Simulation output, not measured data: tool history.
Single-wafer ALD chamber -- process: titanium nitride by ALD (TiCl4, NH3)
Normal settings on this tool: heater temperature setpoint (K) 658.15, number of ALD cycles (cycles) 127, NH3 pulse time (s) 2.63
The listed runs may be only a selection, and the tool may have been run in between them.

| run | hour | heater temperature setpoint (K) | number of ALD cycles (cycles) | NH3 pulse time (s) | wafers since the last listed run | hours since the last thermocouple change | hours since the showerhead was replaced | hours since the gauge calibration | read-back reference wafer on the same gauge, thickness_nm | mean film thickness on the monitor wafer (angstrom) |
|---|---|---|---|---|---|---|---|---|---|---|
| 1 | 0 | 658.15 | 127 | 2.63 | 0 | 125.3 | 7302.5 | 833.3 | 2.9 | 25.77 |
| 2 | 36.9 | 658.15 | 127 | 2.63 | 71 | 162.2 | 7339.4 | 870.2 | 2.897 | 25.68 |
| 3 | 69.9 | 658.15 | 127 | 2.63 | 63 | 195.2 | 7372.4 | 903.2 | 2.893 | 25.74 |
| 4 | 95.4 | 658.15 | 127 | 2.63 | 49 | 220.7 | 7397.9 | 928.7 | 2.893 | 25.81 |
| 5 | 139.7 | 658.15 | 127 | 2.63 | 85 | 265 | 7442.2 | 973 | 2.89 | 25.7 |
| 6 | 168.4 | 658.15 | 127 | 2.63 | 55 | 293.7 | 7470.9 | 1001.7 | 2.888 | 25.79 |
| 7 | 196 | 658.15 | 127 | 2.63 | 53 | 321.3 | 7498.5 | 1029.3 | 2.887 | 25.74 |
| 8 | 227 | 658.15 | 127 | 2.63 | 59 | 352.3 | 7529.5 | 1060.3 | 2.884 | 25.7 |
| 9 | 262 | 658.15 | 127 | 2.63 | 67 | 387.3 | 7564.5 | 1095.3 | 2.882 | 25.72 |
| 10 | 319.5 | 658.15 | 127 | 2.63 | 111 | 444.8 | 7622 | 1152.8 | 2.877 | 25.65 |
| 11 | 379 | 668.15 | 127 | 2.63 | 115 | 504.3 | 7681.5 | 1212.3 | 2.872 | 25.89 |
| 12 | 410.3 | 668.15 | 127 | 2.63 | 60 | 535.6 | 7712.8 | 1243.6 | 2.867 | 25.94 |
|  | 423.3 | gauge calibrated |
| 13 | 462.1 | 658.15 | 144 | 2.63 | 100 | 587.4 | 7764.6 | 38.8 | 2.918 | 29.34 |
| 14 | 509.7 | 658.15 | 127 | 2.12 | 92 | 635 | 7812.2 | 86.4 | 2.916 | 25.61 |
|  | 531.8 | showerhead replaced |
| 15 | 591.1 | 658.15 | 119 | 3.41 | 141 | 716.4 | 59.3 | 167.8 | 2.916 | 24.58 |
| 16 | 622.5 | 658.15 | 127 | 2.63 | 60 | 747.8 | 90.7 | 199.2 | 2.914 | 26 |
| 17 | 687.3 | 651.15 | 134 | 2.63 | 125 | 812.6 | 155.5 | 264 | 2.917 | 27.24 |
| 18 | 715.9 | 662.15 | 127 | 2.63 | 55 | 841.2 | 184.1 | 292.6 | 2.915 | 26.04 |
|  | 770 | thermocouple changed; heater temperature recalibrated |
| 19 | 779.7 | 658.15 | 127 | 2.63 | 107 | 9.7 | 247.9 | 356.4 | 2.912 | 25.91 |
| 20 | 849.6 | 671.15 | 150 | 2.63 | 135 | 79.6 | 317.8 | 426.3 | 2.911 | 30.93 |
| 21 | 921.2 | 658.15 | 127 | 2.63 | 138 | 151.2 | 389.4 | 497.9 | 2.908 | 25.89 |
| 22 | 986.5 | 658.15 | 127 | 2.63 | 126 | 216.5 | 454.7 | 563.2 | 2.906 | 25.97 |
| 23 | 1040.8 | 646.15 | 115 | 2.03 | 105 | 270.8 | 509 | 617.5 | 2.906 | 22.91 |
| 24 | 1071.1 | 645.15 | 127 | 2.11 | 58 | 301.1 | 539.3 | 647.8 | 2.904 | 25.21 |
| 25 | 1129.6 | 653.15 | 110 | 2.93 | 113 | 359.6 | 597.8 | 706.3 | 2.902 | 22.35 |
| 26 | 1167 | 658.15 | 117 | 2.63 | 72 | 397 | 635.2 | 743.7 | 2.901 | 23.74 |

4 options for the next run, each taken on its own from the tool as it stands now. Forecast them:
| A | 1167.7 | 658.15 | 127 | 2.63 | 1 | 397.7 | 635.9 | 744.4 | ? | ? |
| B | 1167.7 | 672.15 | 102 | 2.93 | 1 | 397.7 | 635.9 | 744.4 | ? | ? |
| C | 1167.7 | 651.15 | 127 | 3.44 | 1 | 397.7 | 635.9 | 744.4 | ? | ? |
| D | 1167.7 | 658.15 | 115 | 1.78 | 1 | 397.7 | 635.9 | 744.4 | ? | ? |

| run | read-back reference wafer on the same gauge, thickness_nm | mean film thickness on the monitor wafer (angstrom) |
|---|---|---|
| A | 2.896 | 25.79 |
| B | 2.896 | 20.99 |
| C | 2.896 | 25.89 |
| D | 2.896 | 23.07 |
Take away the tool's hidden state, keep each run's random variation, and the runs would have read:
| run | mean film thickness on the monitor wafer (angstrom) |
|---|---|
| A | 25.97 |
| B | 21.14 |
| C | 26.07 |
| D | 23.24 |
